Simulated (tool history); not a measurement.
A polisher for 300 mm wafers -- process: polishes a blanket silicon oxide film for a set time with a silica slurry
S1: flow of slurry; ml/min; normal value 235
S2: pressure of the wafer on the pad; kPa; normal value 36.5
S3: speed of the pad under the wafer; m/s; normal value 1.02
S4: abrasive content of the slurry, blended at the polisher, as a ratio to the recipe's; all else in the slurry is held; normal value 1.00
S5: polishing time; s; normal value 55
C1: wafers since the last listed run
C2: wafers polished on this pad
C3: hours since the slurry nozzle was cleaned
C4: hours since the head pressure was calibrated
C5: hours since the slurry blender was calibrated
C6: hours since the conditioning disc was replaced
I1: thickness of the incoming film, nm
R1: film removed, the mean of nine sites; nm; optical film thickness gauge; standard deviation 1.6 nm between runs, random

run 1 day=0.000 | S1=255 S2=36.5 S3=0.92 S4=1.00 S5=55 | C1=0 C2=83 C3=65.2 C4=23.2 C5=178.8 C6=101.1 | I1=991.9 | R1=193.2
-- day=1.262 slurry blender recalibrated
run 2 day=1.454 | S1=210 S2=36.5 S3=1.02 S4=1.00 S5=55 | C1=364 C2=448 C3=100.1 C4=58.1 C5=4.6 C6=136.0 | I1=984.0 | R1=201.6
run 3 day=2.075 | S1=210 S2=36.5 S3=1.02 S4=1.00 S5=55 | C1=165 C2=613 C3=115.0 C4=73.0 C5=19.5 C6=150.9 | I1=977.7 | R1=201.3
run 4 day=3.104 | S1=210 S2=36.5 S3=1.02 S4=1.00 S5=55 | C1=273 C2=887 C3=139.7 C4=97.7 C5=44.2 C6=175.6 | I1=982.3 | R1=200.2
-- day=6.446 conditioning disc replaced and pad reconditioned
run 5 day=7.542 | S1=235 S2=26.9 S3=1.02 S4=1.00 S5=49 | C1=1159 C2=2046 C3=246.2 C4=204.2 C5=150.7 C6=26.3 | I1=971.8 | R1=140.5
run 6 day=8.517 | S1=235 S2=40.7 S3=0.84 S4=1.10 S5=55 | C1=259 C2=2306 C3=269.6 C4=227.6 C5=174.1 C6=49.7 | I1=985.3 | R1=205.5
-- day=9.254 worn pad replaced by a new one
run 7 day=9.275 | S1=180 S2=36.5 S3=1.02 S4=1.00 S5=66 | C1=157 C2=5 C3=287.8 C4=245.8 C5=192.3 C6=67.9 | I1=979.6 | R1=235.4
run 8 day=10.233 | S1=235 S2=36.5 S3=1.02 S4=1.00 S5=55 | C1=255 C2=260 C3=310.8 C4=268.8 C5=215.3 C6=90.9 | I1=982.3 | R1=202.3
run 9 day=10.879 | S1=235 S2=42.7 S3=1.02 S4=1.00 S5=65 | C1=171 C2=432 C3=326.3 C4=284.3 C5=230.8 C6=106.4 | I1=979.2 | R1=270.4
-- day=11.550 slurry blender recalibrated
run 10 day=11.962 | S1=235 S2=36.5 S3=1.02 S4=1.00 S5=55 | C1=266 C2=698 C3=352.3 C4=310.3 C5=9.9 C6=132.4 | I1=971.0 | R1=198.7
run 11 day=13.350 | S1=235 S2=36.5 S3=1.02 S4=1.00 S5=48 | C1=369 C2=1068 C3=385.6 C4=343.6 C5=43.2 C6=165.7 | I1=980.6 | R1=174.7
run 12 day=14.354 | S1=235 S2=36.5 S3=1.02 S4=1.00 S5=55 | C1=267 C2=1335 C3=409.7 C4=367.7 C5=67.3 C6=189.8 | I1=959.2 | R1=202.2
-- day=16.017 head pressure recalibrated
run 13 day=16.433 | S1=235 S2=31.0 S3=1.02 S4=1.00 S5=67 | C1=531 C2=1866 C3=459.6 C4=10.0 C5=117.2 C6=239.7 | I1=974.6 | R1=211.6
-- day=16.662 conditioning disc replaced and pad reconditioned
run 14 day=17.275 | S1=235 S2=32.4 S3=1.02 S4=1.00 S5=55 | C1=201 C2=2068 C3=479.8 C4=30.2 C5=137.4 C6=14.7 | I1=988.0 | R1=185.9
run 15 day=17.875 | S1=200 S2=32.4 S3=1.14 S4=0.80 S5=55 | C1=159 C2=2228 C3=494.2 C4=44.6 C5=151.8 C6=29.1 | I1=981.9 | R1=177.9
run 16 day=18.679 | S1=235 S2=36.5 S3=0.78 S4=1.00 S5=62 | C1=214 C2=2442 C3=513.5 C4=63.9 C5=171.1 C6=48.4 | I1=983.1 | R1=195.6
-- day=19.296 worn pad replaced by a new one
run 17 day=19.338 | S1=285 S2=47.6 S3=1.02 S4=1.15 S5=55 | C1=130 C2=10 C3=529.3 C4=79.7 C5=186.9 C6=64.2 | I1=977.8 | R1=271.2
run 18 day=21.625 | S1=200 S2=36.5 S3=1.02 S4=1.00 S5=49 | C1=609 C2=619 C3=584.2 C4=134.6 C5=241.8 C6=119.1 | I1=979.7 | R1=175.9
-- day=22.854 slurry blender recalibrated
run 19 day=22.979 | S1=290 S2=36.5 S3=1.02 S4=0.75 S5=55 | C1=338 C2=958 C3=616.7 C4=167.1 C5=3.0 C6=151.6 | I1=971.6 | R1=188.5
run 20 day=24.012 | S1=175 S2=23.4 S3=0.74 S4=1.10 S5=55 | C1=275 C2=1233 C3=641.5 C4=191.9 C5=27.8 C6=176.4 | I1=969.9 | R1=120.7
run 21 day=25.475 | S1=310 S2=46.2 S3=0.84 S4=1.15 S5=55 | C1=389 C2=1622 C3=676.6 C4=227.0 C5=62.9 C6=211.5 | I1=978.3 | R1=241.5
run 22 day=26.162 | S1=235 S2=36.5 S3=1.02 S4=1.00 S5=55 | C1=183 C2=1805 C3=693.1 C4=243.5 C5=79.4 C6=228.0 | I1=975.3 | R1=201.5
run 23 day=27.071 | S1=235 S2=49.0 S3=1.02 S4=1.00 S5=49 | C1=241 C2=2047 C3=714.9 C4=265.3 C5=101.2 C6=249.8 | I1=995.7 | R1=230.4
-- day=27.679 conditioning disc replaced and pad reconditioned
-- day=29.858 worn pad replaced by a new one
run 24 day=30.512 | S1=235 S2=36.5 S3=0.82 S4=1.00 S5=55 | C1=849 C2=173 C3=797.5 C4=347.9 C5=183.8 C6=68.0 | I1=991.2 | R1=180.6
run 25 day=31.188 | S1=235 S2=36.5 S3=1.02 S4=1.00 S5=55 | C1=179 C2=353 C3=813.7 C4=364.1 C5=200.0 C6=84.2 | I1=993.2 | R1=202.8
-- day=31.333 head pressure recalibrated
-- day=31.700 slurry nozzle cleaned
run 26 day=32.046 | S1=300 S2=27.6 S3=1.16 S4=1.20 S5=55 | C1=195 C2=548 C3=8.3 C4=17.1 C5=220.6 C6=104.8 | I1=975.9 | R1=183.8

Run-by-run hidden state of the tool:
removal rate lost through wear of the pad, %: 0 at every run
slurry flow missing at the pad, %: 0 at every run
deviation of the head's pressure from its setpoint, %: 0 at every run
abrasive missing from the slurry, %: 0 at every run
time polished since the conditioner stopped cutting, s: 0 at every run

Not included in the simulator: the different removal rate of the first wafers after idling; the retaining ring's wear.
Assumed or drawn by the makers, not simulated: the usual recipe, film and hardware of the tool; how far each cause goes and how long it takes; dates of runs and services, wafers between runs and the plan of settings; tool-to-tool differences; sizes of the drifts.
